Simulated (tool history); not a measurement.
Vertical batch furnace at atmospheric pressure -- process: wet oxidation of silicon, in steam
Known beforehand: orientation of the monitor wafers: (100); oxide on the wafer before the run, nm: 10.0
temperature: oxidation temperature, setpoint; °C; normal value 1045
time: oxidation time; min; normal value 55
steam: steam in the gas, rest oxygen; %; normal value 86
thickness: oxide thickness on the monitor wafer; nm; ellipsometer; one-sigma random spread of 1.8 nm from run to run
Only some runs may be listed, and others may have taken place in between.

run	day	temperature	time	steam	wafers since the last listed run	hours since the last temperature calibration	hours since the steam generator was serviced	hours since the gauge calibration	read-back reference wafer on the same gauge, thickness	thickness
1	0	1063	71.5	86	0	3336.8	1352.8	250.7	509.44	590.76
2	0.6	1045	55	86	224	3351.2	1367.2	265.1	509.84	459.94
3	1.192	1045	55	86	220	3365.4	1381.4	279.3	509.63	461.04
4	1.867	1063	70.5	86	252	3381.6	1397.6	295.5	509.92	583.36
5	3.342	1063	70.5	86	550	3417	1433	330.9	510.5	580.99
6	4.138	1045	55	86	297	3436.1	1452.1	350	510.47	456.38
7	5.279	1045	55	86	426	3463.5	1479.5	377.4	510.37	459.23
8	6.7	1045	55	86	530	3497.6	1513.6	411.5	510.62	461.31
9	7.908	1045	55	86	451	3526.6	1542.6	440.5	511.39	462.34
# day 8.554: gauge calibrated
10	8.871	1045	55	86	359	3549.7	1565.7	7.6	500.93	455.09
# day 9.925: steam generator serviced
# day 10.917: thermocouples replaced and temperature profile calibrated
11	10.938	1045	55	86	27	0.5	24.3	57.2	503.77	456.17
12	11.15	1045	55	86	79	5.6	29.4	62.3	503.55	453.39
13	11.371	1060	43.5	97	82	10.9	34.7	67.6	503.94	462.25
14	11.942	1045	55	86	213	24.6	48.4	81.3	504.64	452.78
15	13.308	1045	55	86	510	57.4	81.2	114.1	505.83	457.66
16	14.238	1070	55	95	346	79.7	103.5	136.4	506.34	552.36
17	15.571	1028	55	94	497	111.7	135.5	168.4	507.43	438.8
18	16.467	1045	55	94	334	133.2	157	189.9	507.88	486.9
19	17.25	1045	55	86	292	152	175.8	208.7	508.19	457.17
20	18.729	1045	46.5	86	552	187.5	211.3	244.2	509.6	413.52
21	19.804	1045	68	93	401	213.3	237.1	270	509.58	547.17
22	20.804	1045	55	91	373	237.3	261.1	294	509.32	478.41
23	22.208	1045	30	86	524	271	294.8	327.7	509.73	314.51
24	22.754	1045	55	86	203	284.1	307.9	340.8	510.14	460.66

The logged runs with the hidden state left out (each run's random variation unchanged):
Hidden state at play: true tube temperature minus thermocouple reading, K; steam share off its setpoint, % of the setpoint; gauge reads high (%).
run	thickness
1	578.58
2	450.27
3	451.18
4	570.66
5	567.93
6	445.97
7	448.56
8	450.4
9	451.27
10	453.19
11	451.91
12	448.95
13	457.51
14	447.65
15	451.41
16	544.08
17	431.5
18	478.34
19	448.8
20	405.45
21	536.1
22	468.46
23	307.75
24	450.65

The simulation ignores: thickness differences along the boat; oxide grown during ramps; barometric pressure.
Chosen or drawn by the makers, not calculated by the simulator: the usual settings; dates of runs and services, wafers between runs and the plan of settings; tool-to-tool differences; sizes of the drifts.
